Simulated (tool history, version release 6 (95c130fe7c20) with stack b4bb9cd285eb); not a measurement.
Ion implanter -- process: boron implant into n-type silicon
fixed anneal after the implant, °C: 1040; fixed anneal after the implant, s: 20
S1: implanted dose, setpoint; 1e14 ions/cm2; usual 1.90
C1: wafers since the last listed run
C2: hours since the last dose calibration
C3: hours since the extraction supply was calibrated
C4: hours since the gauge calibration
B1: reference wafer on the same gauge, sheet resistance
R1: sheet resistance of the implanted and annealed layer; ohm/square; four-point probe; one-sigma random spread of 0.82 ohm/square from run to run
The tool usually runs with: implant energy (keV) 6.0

{"run": 1, "hour": 0.0, "S1": 1.9, "implant energy (keV)": 6.0, "C1": 0, "C2": 679.8, "C3": 4844.8, "C4": 105.7, "B1": 556.04, "R1": 524.13}
{"run": 2, "hour": 11.2, "S1": 1.9, "implant energy (keV)": 6.0, "C1": 207, "C2": 691.0, "C3": 4856.0, "C4": 116.9, "B1": 555.97, "R1": 522.28}
{"run": 3, "hour": 25.4, "S1": 1.9, "implant energy (keV)": 6.0, "C1": 263, "C2": 705.2, "C3": 4870.2, "C4": 131.1, "B1": 556.05, "R1": 524.95}
{"run": 4, "hour": 36.9, "S1": 1.46, "implant energy (keV)": 7.0, "C1": 213, "C2": 716.7, "C3": 4881.7, "C4": 142.6, "B1": 555.98, "R1": 637.48}
{"run": 5, "hour": 43.2, "S1": 1.46, "implant energy (keV)": 7.0, "C1": 116, "C2": 723.0, "C3": 4888.0, "C4": 148.9, "B1": 556.07, "R1": 635.73}
{"run": 6, "hour": 54.3, "S1": 1.9, "implant energy (keV)": 6.5, "C1": 205, "C2": 734.1, "C3": 4899.1, "C4": 160.0, "B1": 555.85, "R1": 517.18}
{"run": 7, "hour": 60.5, "S1": 1.9, "implant energy (keV)": 6.0, "C1": 114, "C2": 740.3, "C3": 4905.3, "C4": 166.2, "B1": 556.02, "R1": 522.01}
{"run": 8, "hour": 69.6, "S1": 1.9, "implant energy (keV)": 6.0, "C1": 168, "C2": 749.4, "C3": 4914.4, "C4": 175.3, "B1": 556.22, "R1": 521.5}
{"hour": 87.8, "done": "gauge calibrated"}
{"hour": 90.6, "done": "extraction supply calibrated"}
{"hour": 94.7, "done": "Faraday cup replaced and dose calibrated"}
{"run": 9, "hour": 95.2, "S1": 2.34, "implant energy (keV)": 6.0, "C1": 250, "C2": 0.5, "C3": 4.6, "C4": 7.4, "B1": 555.83, "R1": 459.18}
{"run": 10, "hour": 103.2, "S1": 1.53, "implant energy (keV)": 5.0, "C1": 148, "C2": 8.5, "C3": 12.6, "C4": 15.4, "B1": 556.06, "R1": 668.35}
{"run": 11, "hour": 113.1, "S1": 1.52, "implant energy (keV)": 6.0, "C1": 183, "C2": 18.4, "C3": 22.5, "C4": 25.3, "B1": 555.92, "R1": 657.56}
{"run": 12, "hour": 127.1, "S1": 1.9, "implant energy (keV)": 6.0, "C1": 259, "C2": 32.4, "C3": 36.5, "C4": 39.3, "B1": 556.12, "R1": 546.14}
{"run": 13, "hour": 138.7, "S1": 2.22, "implant energy (keV)": 6.0, "C1": 215, "C2": 44.0, "C3": 48.1, "C4": 50.9, "B1": 556.15, "R1": 480.95}
{"run": 14, "hour": 151.8, "S1": 1.9, "implant energy (keV)": 5.0, "C1": 242, "C2": 57.1, "C3": 61.2, "C4": 64.0, "B1": 555.86, "R1": 556.72}
{"run": 15, "hour": 162.1, "S1": 1.6, "implant energy (keV)": 7.0, "C1": 190, "C2": 67.4, "C3": 71.5, "C4": 74.3, "B1": 555.89, "R1": 617.66}
{"run": 16, "hour": 171.5, "S1": 1.9, "implant energy (keV)": 6.0, "C1": 174, "C2": 76.8, "C3": 80.9, "C4": 83.7, "B1": 555.99, "R1": 546.28}
{"run": 17, "hour": 187.7, "S1": 2.44, "implant energy (keV)": 8.0, "C1": 300, "C2": 93.0, "C3": 97.1, "C4": 99.9, "B1": 555.93, "R1": 428.03}

Take each entry between the runs: how does the hidden state at the last listed run before it differ from the hidden state at the first listed run after it?
From run 8 to run 9: gauge calibrated (hour 87.8); extraction supply calibrated (hour 90.6); Faraday cup replaced and dose calibrated (hour 94.7)
  deviation of the true dose from the Faraday cup's reading, %: 5.52 -> -0.508
  measured value less the no-hidden-state value, R1: -23.77 -> +1.96 ohm/square

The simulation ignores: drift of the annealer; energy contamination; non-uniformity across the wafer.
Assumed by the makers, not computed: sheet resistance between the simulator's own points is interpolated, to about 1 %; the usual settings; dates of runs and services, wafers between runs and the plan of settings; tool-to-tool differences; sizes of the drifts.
